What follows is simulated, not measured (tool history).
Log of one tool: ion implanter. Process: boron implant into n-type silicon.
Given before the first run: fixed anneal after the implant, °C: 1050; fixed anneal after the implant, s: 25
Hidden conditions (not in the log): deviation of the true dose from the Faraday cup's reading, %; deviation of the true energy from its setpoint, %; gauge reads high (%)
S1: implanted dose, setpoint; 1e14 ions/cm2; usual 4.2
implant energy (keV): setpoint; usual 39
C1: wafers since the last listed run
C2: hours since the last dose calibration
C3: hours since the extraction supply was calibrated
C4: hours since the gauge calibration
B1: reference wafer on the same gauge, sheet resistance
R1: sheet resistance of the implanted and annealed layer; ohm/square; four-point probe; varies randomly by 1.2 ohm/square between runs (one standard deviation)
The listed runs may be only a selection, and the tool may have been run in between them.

{"run": 1, "day": 0.0, "S1": 4.2, "implant energy (keV)": 39, "C1": 0, "C2": 927.1, "C3": 3125.1, "C4": 304.6, "B1": 261.71, "R1": 235}
{"run": 2, "day": 0.392, "S1": 4.2, "implant energy (keV)": 39, "C1": 402, "C2": 936.5, "C3": 3134.5, "C4": 314, "B1": 262.14, "R1": 233.26}
{"run": 3, "day": 0.979, "S1": 4.2, "implant energy (keV)": 39, "C1": 604, "C2": 950.6, "C3": 3148.6, "C4": 328.1, "B1": 262.29, "R1": 235.56}
{"run": 4, "day": 1.692, "S1": 4.2, "implant energy (keV)": 39, "C1": 732, "C2": 967.7, "C3": 3165.7, "C4": 345.2, "B1": 261.93, "R1": 237.12}
{"run": 5, "day": 2.029, "S1": 4.6, "implant energy (keV)": 39, "C1": 347, "C2": 975.8, "C3": 3173.8, "C4": 353.3, "B1": 262.27, "R1": 217.89}
{"run": 6, "day": 2.6, "S1": 4.6, "implant energy (keV)": 39, "C1": 586, "C2": 989.5, "C3": 3187.5, "C4": 367, "B1": 261.91, "R1": 217.92}
{"run": 7, "day": 3.171, "S1": 4.6, "implant energy (keV)": 39, "C1": 586, "C2": 1003.2, "C3": 3201.2, "C4": 380.7, "B1": 261.72, "R1": 218.13}
{"run": 8, "day": 3.8, "S1": 4.81, "implant energy (keV)": 39, "C1": 646, "C2": 1018.3, "C3": 3216.3, "C4": 395.8, "B1": 261.94, "R1": 209.83}
{"run": 9, "day": 4.196, "S1": 4.2, "implant energy (keV)": 42.5, "C1": 407, "C2": 1027.8, "C3": 3225.8, "C4": 405.3, "B1": 262.04, "R1": 230.56}
{"run": 10, "day": 4.808, "S1": 4.2, "implant energy (keV)": 42.5, "C1": 629, "C2": 1042.5, "C3": 3240.5, "C4": 420, "B1": 261.45, "R1": 231.86}
{"run": 11, "day": 5.325, "S1": 4.2, "implant energy (keV)": 39, "C1": 531, "C2": 1054.9, "C3": 3252.9, "C4": 432.4, "B1": 261.83, "R1": 236.98}
{"run": 12, "day": 5.933, "S1": 4.2, "implant energy (keV)": 39, "C1": 625, "C2": 1069.5, "C3": 3267.5, "C4": 447, "B1": 261.54, "R1": 234.8}
{"run": 13, "day": 6.217, "S1": 4.2, "implant energy (keV)": 39, "C1": 291, "C2": 1076.3, "C3": 3274.3, "C4": 453.8, "B1": 261.73, "R1": 234.76}
{"day": 6.642, "done": "Faraday cup replaced and dose calibrated"}
{"run": 14, "day": 6.942, "S1": 4.2, "implant energy (keV)": 39, "C1": 402, "C2": 7.2, "C3": 3291.7, "C4": 471.2, "B1": 261.77, "R1": 234.65}
{"run": 15, "day": 7.596, "S1": 4.2, "implant energy (keV)": 39, "C1": 672, "C2": 22.9, "C3": 3307.4, "C4": 486.9, "B1": 261.72, "R1": 232.29}
{"run": 16, "day": 8.317, "S1": 4.2, "implant energy (keV)": 39, "C1": 741, "C2": 40.2, "C3": 3324.7, "C4": 504.2, "B1": 262.13, "R1": 236.82}
{"run": 17, "day": 8.825, "S1": 4.73, "implant energy (keV)": 42.5, "C1": 522, "C2": 52.4, "C3": 3336.9, "C4": 516.4, "B1": 261.68, "R1": 210.2}
{"run": 18, "day": 9.229, "S1": 5, "implant energy (keV)": 32, "C1": 415, "C2": 62.1, "C3": 3346.6, "C4": 526.1, "B1": 261.78, "R1": 206.19}
{"run": 19, "day": 9.7, "S1": 3.58, "implant energy (keV)": 39, "C1": 484, "C2": 73.4, "C3": 3357.9, "C4": 537.4, "B1": 261.81, "R1": 270.93}
{"run": 20, "day": 10.362, "S1": 5.22, "implant energy (keV)": 30, "C1": 681, "C2": 89.3, "C3": 3373.8, "C4": 553.3, "B1": 262.16, "R1": 200.75}
{"run": 21, "day": 11.021, "S1": 4.2, "implant energy (keV)": 39, "C1": 676, "C2": 105.1, "C3": 3389.6, "C4": 569.1, "B1": 262.2, "R1": 233.02}
{"day": 11.733, "done": "extraction supply calibrated"}
{"run": 22, "day": 11.754, "S1": 3.62, "implant energy (keV)": 39, "C1": 411, "C2": 122.7, "C3": 0.5, "C4": 586.7, "B1": 262.28, "R1": 264.12}
{"run": 23, "day": 12.2, "S1": 4.2, "implant energy (keV)": 39, "C1": 458, "C2": 133.4, "C3": 11.2, "C4": 597.4, "B1": 261.92, "R1": 232.02}
{"run": 24, "day": 13.417, "S1": 4.2, "implant energy (keV)": 39, "C1": 1250, "C2": 162.6, "C3": 40.4, "C4": 626.6, "B1": 262.45, "R1": 234.47}
{"run": 25, "day": 13.754, "S1": 2.95, "implant energy (keV)": 50, "C1": 347, "C2": 170.7, "C3": 48.5, "C4": 634.7, "B1": 262.08, "R1": 303.32}
{"day": 13.954, "done": "gauge calibrated"}
{"run": 26, "day": 15.942, "S1": 3.77, "implant energy (keV)": 52.5, "C1": 2249, "C2": 223.2, "C3": 101, "C4": 47.7, "B1": 262.22, "R1": 248.92}
{"run": 27, "day": 16.225, "S1": 3.63, "implant energy (keV)": 47, "C1": 291, "C2": 230, "C3": 107.8, "C4": 54.5, "B1": 262.24, "R1": 258.46}
{"run": 28, "day": 16.512, "S1": 4.2, "implant energy (keV)": 39, "C1": 295, "C2": 236.9, "C3": 114.7, "C4": 61.4, "B1": 261.57, "R1": 235.24}
{"run": 29, "day": 17.121, "S1": 4.2, "implant energy (keV)": 27, "C1": 625, "C2": 251.5, "C3": 129.3, "C4": 76, "B1": 261.9, "R1": 242.06}
{"run": 30, "day": 17.983, "S1": 3.73, "implant energy (keV)": 39, "C1": 886, "C2": 272.2, "C3": 150, "C4": 96.7, "B1": 261.63, "R1": 257.8}
{"run": 31, "day": 19.396, "S1": 4.2, "implant energy (keV)": 27, "C1": 1452, "C2": 306.1, "C3": 183.9, "C4": 130.6, "B1": 262.21, "R1": 244.95}
{"run": 32, "day": 19.933, "S1": 3.41, "implant energy (keV)": 28, "C1": 552, "C2": 319, "C3": 196.8, "C4": 143.5, "B1": 261.89, "R1": 288.98}
{"run": 33, "day": 21.442, "S1": 2.95, "implant energy (keV)": 31.5, "C1": 1550, "C2": 355.2, "C3": 233, "C4": 179.7, "B1": 261.88, "R1": 320.45}
{"run": 34, "day": 21.796, "S1": 4.2, "implant energy (keV)": 31.5, "C1": 364, "C2": 363.7, "C3": 241.5, "C4": 188.2, "B1": 261.97, "R1": 238.97}
{"run": 35, "day": 22.379, "S1": 4.2, "implant energy (keV)": 39, "C1": 599, "C2": 377.7, "C3": 255.5, "C4": 202.2, "B1": 261.93, "R1": 232.8}
{"run": 36, "day": 22.975, "S1": 3.57, "implant energy (keV)": 39, "C1": 612, "C2": 392, "C3": 269.8, "C4": 216.5, "B1": 261.88, "R1": 267.24}
{"run": 37, "day": 23.717, "S1": 4.2, "implant energy (keV)": 50.5, "C1": 762, "C2": 409.8, "C3": 287.6, "C4": 234.3, "B1": 262.15, "R1": 228.5}

Forecast each of these 4 alternatives for the next run:
{"run": "A", "day": 23.733, "S1": 4.2, "implant energy (keV)": 39, "C1": 17, "C2": 410.2, "C3": 288, "C4": 234.7, "B1": "?", "R1": "?"}
{"run": "B", "day": 23.733, "S1": 5.3, "implant energy (keV)": 33, "C1": 17, "C2": 410.2, "C3": 288, "C4": 234.7, "B1": "?", "R1": "?"}
{"run": "C", "day": 23.733, "S1": 3.37, "implant energy (keV)": 46.5, "C1": 17, "C2": 410.2, "C3": 288, "C4": 234.7, "B1": "?", "R1": "?"}
{"run": "D", "day": 23.733, "S1": 4.2, "implant energy (keV)": 26, "C1": 17, "C2": 410.2, "C3": 288, "C4": 234.7, "B1": "?", "R1": "?"}

run=A B1=262.05 R1=234.71
run=B B1=262.05 R1=196.79
run=C B1=262.05 R1=276.38
run=D B1=262.05 R1=245.4
Without the tool's unlogged condition, the same runs would have read:
run=A R1=234.71
run=B R1=196.79
run=C R1=276.38
run=D R1=245.4
